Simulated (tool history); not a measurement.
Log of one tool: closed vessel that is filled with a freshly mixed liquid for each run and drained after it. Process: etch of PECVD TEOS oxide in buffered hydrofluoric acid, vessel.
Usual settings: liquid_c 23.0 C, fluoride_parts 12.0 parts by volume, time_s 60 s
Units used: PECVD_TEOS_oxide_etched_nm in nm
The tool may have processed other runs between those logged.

| run | day | liquid_c | fluoride_parts | time_s | wafers since the last listed run | hours since the thermometer was replaced | hours since the hydrofluoric acid flow meter was replaced | hours since the gauge calibration | read-back film thickness of the PECVD TEOS oxide reference wafer, read on the same gauge (nm) | PECVD_TEOS_oxide_etched_nm |
|---|---|---|---|---|---|---|---|---|---|---|
| 1 | 0.000 | 23.0 | 12.0 | 60 | 0 | 330.8 | 1369.6 | 1063.8 | 49.99 | 173.56 |
| 2 | 2.062 | 20.5 | 12.0 | 60 | 3137 | 380.3 | 1419.1 | 1113.3 | 50.01 | 151.35 |
| 3 | 4.671 | 20.5 | 12.0 | 60 | 3968 | 442.9 | 1481.7 | 1175.9 | 49.99 | 151.35 |
| 4 | 7.254 | 20.5 | 12.0 | 60 | 3930 | 504.9 | 1543.7 | 1237.9 | 50.00 | 152.35 |
| 5 | 9.517 | 23.0 | 11.0 | 60 | 3441 | 559.2 | 1598.0 | 1292.2 | 50.02 | 188.64 |
| 6 | 11.204 | 23.0 | 11.0 | 60 | 2567 | 599.7 | 1638.5 | 1332.7 | 50.01 | 189.81 |
| 7 | 13.271 | 23.0 | 11.0 | 60 | 3144 | 649.3 | 1688.1 | 1382.3 | 49.99 | 189.47 |
| 8 | 15.292 | 23.0 | 12.0 | 60 | 3074 | 697.8 | 1736.6 | 1430.8 | 49.99 | 172.75 |
| 9 | 17.362 | 23.0 | 12.0 | 60 | 3150 | 747.5 | 1786.3 | 1480.5 | 50.03 | 175.00 |
| 10 | 18.771 | 23.0 | 12.0 | 60 | 2142 | 781.3 | 1820.1 | 1514.3 | 49.98 | 173.16 |
|  | 19.367 | thermometer replaced |
| 11 | 21.075 | 23.0 | 10.5 | 60 | 3441 | 41.0 | 1875.4 | 1569.6 | 50.00 | 196.86 |
| 12 | 23.350 | 23.0 | 12.0 | 35 | 3460 | 95.6 | 1930.0 | 1624.2 | 50.01 | 101.70 |
| 13 | 25.712 | 27.0 | 12.0 | 60 | 3594 | 152.3 | 1986.7 | 1680.9 | 49.99 | 216.55 |
|  | 26.400 | hydrofluoric acid flow meter replaced |
| 14 | 26.862 | 23.0 | 12.0 | 60 | 1686 | 179.9 | 11.1 | 1708.5 | 50.00 | 175.22 |
| 15 | 29.721 | 23.0 | 12.0 | 60 | 4348 | 248.5 | 79.7 | 1777.1 | 50.01 | 175.19 |
| 16 | 38.183 | 23.0 | 12.0 | 60 | 12874 | 451.6 | 282.8 | 1980.2 | 49.99 | 173.49 |
|  | 45.729 | gauge calibrated |
| 17 | 46.562 | 23.0 | 9.0 | 60 | 12747 | 652.7 | 483.9 | 20.0 | 50.01 | 222.16 |
| 18 | 48.421 | 25.5 | 8.5 | 60 | 2827 | 697.3 | 528.5 | 64.6 | 50.00 | 270.13 |
| 19 | 49.650 | 23.0 | 12.0 | 60 | 1869 | 726.8 | 558.0 | 94.1 | 50.01 | 174.55 |
| 20 | 50.917 | 23.0 | 12.0 | 60 | 1926 | 757.2 | 588.4 | 124.5 | 49.99 | 174.87 |
| 21 | 52.796 | 23.0 | 12.0 | 60 | 2858 | 802.3 | 633.5 | 169.6 | 50.03 | 174.44 |
|  | 53.758 | thermometer replaced |
| 22 | 54.904 | 23.0 | 12.0 | 60 | 3144 | 27.5 | 684.1 | 220.2 | 49.99 | 174.29 |
| 23 | 57.492 | 21.0 | 9.5 | 60 | 3936 | 89.6 | 746.2 | 282.3 | 49.99 | 192.02 |
| 24 | 60.412 | 19.0 | 13.5 | 60 | 4443 | 159.7 | 816.3 | 352.4 | 49.98 | 122.92 |
| 25 | 62.475 | 23.0 | 8.5 | 60 | 3137 | 209.2 | 865.8 | 401.9 | 49.99 | 233.85 |
| 26 | 64.954 | 23.0 | 12.0 | 45 | 3771 | 268.7 | 925.3 | 461.4 | 50.02 | 130.47 |
| 27 | 66.779 | 19.0 | 13.5 | 60 | 2776 | 312.5 | 969.1 | 505.2 | 50.01 | 124.18 |
| 28 | 69.288 | 20.0 | 16.5 | 90 | 3815 | 372.7 | 1029.3 | 565.4 | 49.99 | 161.00 |
| 29 | 70.929 | 25.5 | 12.0 | 30 | 2497 | 412.1 | 1068.7 | 604.8 | 50.00 | 100.09 |
| 30 | 72.100 | 23.0 | 12.0 | 60 | 1781 | 440.2 | 1096.8 | 632.9 | 50.00 | 173.40 |
| 31 | 74.967 | 23.0 | 12.0 | 60 | 4361 | 509.0 | 1165.6 | 701.7 | 50.02 | 174.04 |
| 32 | 76.271 | 20.0 | 8.5 | 35 | 1984 | 540.3 | 1196.9 | 733.0 | 50.02 | 116.17 |
| 33 | 78.721 | 23.0 | 16.5 | 60 | 3727 | 599.1 | 1255.7 | 791.8 | 50.03 | 126.24 |

Hidden state at the last listed run before each entry between runs and at the first one after, where it differs:
Run 10 -> run 11: thermometer replaced (day 19.367)
  the hidden state is the same at both runs
Run 13 -> run 14: hydrofluoric acid flow meter replaced (day 26.400)
  the hidden state is the same at both runs
Run 16 -> run 17: gauge calibrated (day 45.729)
  the hidden state is the same at both runs
Run 21 -> run 22: thermometer replaced (day 53.758)
  the hidden state is the same at both runs
